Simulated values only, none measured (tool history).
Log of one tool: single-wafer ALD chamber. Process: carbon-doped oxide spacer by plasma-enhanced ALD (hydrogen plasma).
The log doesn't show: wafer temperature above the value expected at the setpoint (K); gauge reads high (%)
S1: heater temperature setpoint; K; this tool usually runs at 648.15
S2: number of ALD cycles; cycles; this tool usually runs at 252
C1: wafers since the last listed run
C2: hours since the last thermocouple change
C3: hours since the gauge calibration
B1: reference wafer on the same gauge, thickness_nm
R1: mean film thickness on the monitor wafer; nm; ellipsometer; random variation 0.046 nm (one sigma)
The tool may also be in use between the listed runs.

run,hour,S1,S2,C1,C2,C3,B1,R1
1,0,636.15,252,0,245.1,637,15.479,13.198
2,19.7,648.15,252,33,264.8,656.7,15.471,13.237
3,35.1,648.15,252,26,280.2,672.1,15.467,13.258
4,66,648.15,252,52,311.1,703,15.457,13.238
5,88.7,643.15,252,38,333.8,725.7,15.459,13.255
6,109.7,648.15,279,35,354.8,746.7,15.465,14.718
7,143.5,648.15,279,57,388.6,780.5,15.458,14.688
8,160.8,648.15,279,29,405.9,797.8,15.459,14.686
9,177.5,648.15,237,28,422.6,814.5,15.458,12.432
10,202.1,648.15,237,41,447.2,839.1,15.447,12.445
11,216.5,655.15,218,24,461.6,853.5,15.438,11.495
12,241.5,655.15,218,42,486.6,878.5,15.441,11.487
13,262.9,637.15,252,36,508,899.9,15.441,13.27
14,291.8,648.15,285,48,536.9,928.8,15.444,15.014
15,322.7,648.15,285,52,567.8,959.7,15.439,14.971
16,357.9,648.15,252,59,603,994.9,15.449,13.272
17,390.5,648.15,252,55,635.6,1027.5,15.442,13.242
18,407.4,648.15,252,28,652.5,1044.4,15.446,13.253
19,430.8,653.15,252,39,675.9,1067.8,15.438,13.278
20,452.9,653.15,252,37,698,1089.9,15.435,13.239
21,481.9,648.15,252,49,727,1118.9,15.433,13.269
22,494.7,661.15,252,21,739.8,1131.7,15.437,13.28
23,525.9,648.15,252,52,771,1162.9,15.441,13.207

The next listed run, before its measurement:
24,545.6,648.15,252,33,790.7,1182.6,?,?

B1: 15.435
R1: 13.219 nm
With the hidden condition absent and the run-to-run variation left alone, this run would have shown R1 13.444 nm.

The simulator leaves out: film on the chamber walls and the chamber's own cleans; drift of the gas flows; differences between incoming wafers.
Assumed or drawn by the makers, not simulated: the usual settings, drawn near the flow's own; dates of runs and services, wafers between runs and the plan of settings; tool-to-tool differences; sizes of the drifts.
